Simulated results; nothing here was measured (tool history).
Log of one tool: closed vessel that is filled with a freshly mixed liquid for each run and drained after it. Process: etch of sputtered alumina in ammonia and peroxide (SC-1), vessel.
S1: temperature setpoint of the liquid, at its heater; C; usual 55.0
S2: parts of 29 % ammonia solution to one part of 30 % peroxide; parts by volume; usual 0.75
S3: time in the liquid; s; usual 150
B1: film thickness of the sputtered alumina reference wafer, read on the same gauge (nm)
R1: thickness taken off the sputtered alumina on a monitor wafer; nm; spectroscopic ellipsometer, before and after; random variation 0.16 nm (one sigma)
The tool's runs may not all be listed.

run     day    S1    S2   S3     B1     R1
  1   0.000  55.0  0.50  150  50.02  15.29
  2   0.417  55.0  0.50  150  49.99  15.37
      2.258  -- gauge calibrated
  3   2.604  55.0  0.50  150  49.97  15.52
  4   3.183  55.0  0.45  150  50.03  15.11
  5   3.888  55.0  0.75  150  50.04  16.07
  6   4.392  55.0  0.75  150  49.98  15.82
  7   4.888  55.0  0.75  150  50.00  15.95
  8   6.433  55.0  0.75  150  49.96  15.98
  9   6.696  55.0  0.75  150  49.98  16.23
      6.825  -- new drum of ammonia solution connected
 10   7.158  55.0  0.60  150  49.99  15.56
 11   7.721  55.0  0.50  150  49.97  15.32
 12   7.979  64.5  1.05  150  50.01  27.26
      8.142  -- thermometer replaced
 13   8.588  49.0  0.75  150  49.97  11.37
      8.638  -- gauge calibrated
 14   8.892  60.0  0.90  205  49.97  28.66
 15   9.338  55.0  0.75  150  49.98  16.10
      9.404  -- ammonia flow meter replaced
 16   9.862  55.0  0.40   95  49.98   9.43
 17  11.004  55.0  0.75  150  50.00  16.01
 18  11.358  50.0  0.45  150  50.02  11.70
 19  11.642  51.0  1.05  125  49.94  11.00
 20  12.242  46.5  1.05  235  49.98  16.15
 21  12.625  58.5  0.85  105  50.01  13.78

4 ways to go on from here, each from the tool as it stands after run 21. What would each give?
  A  12.654  55.0  0.75  150   ?   ?
  B  12.654  47.5  0.50  210   ?   ?
  C  12.654  51.5  0.75  175   ?   ?
  D  12.654  50.5  1.00  220   ?   ?

run     B1     R1
  A  50.03  16.26
  B  50.03  14.55
  C  50.03  15.71
  D  50.03  19.22
Without the tool's hidden state the same runs would have given:
run     R1
  A  16.26
  B  14.55
  C  15.71
  D  19.22

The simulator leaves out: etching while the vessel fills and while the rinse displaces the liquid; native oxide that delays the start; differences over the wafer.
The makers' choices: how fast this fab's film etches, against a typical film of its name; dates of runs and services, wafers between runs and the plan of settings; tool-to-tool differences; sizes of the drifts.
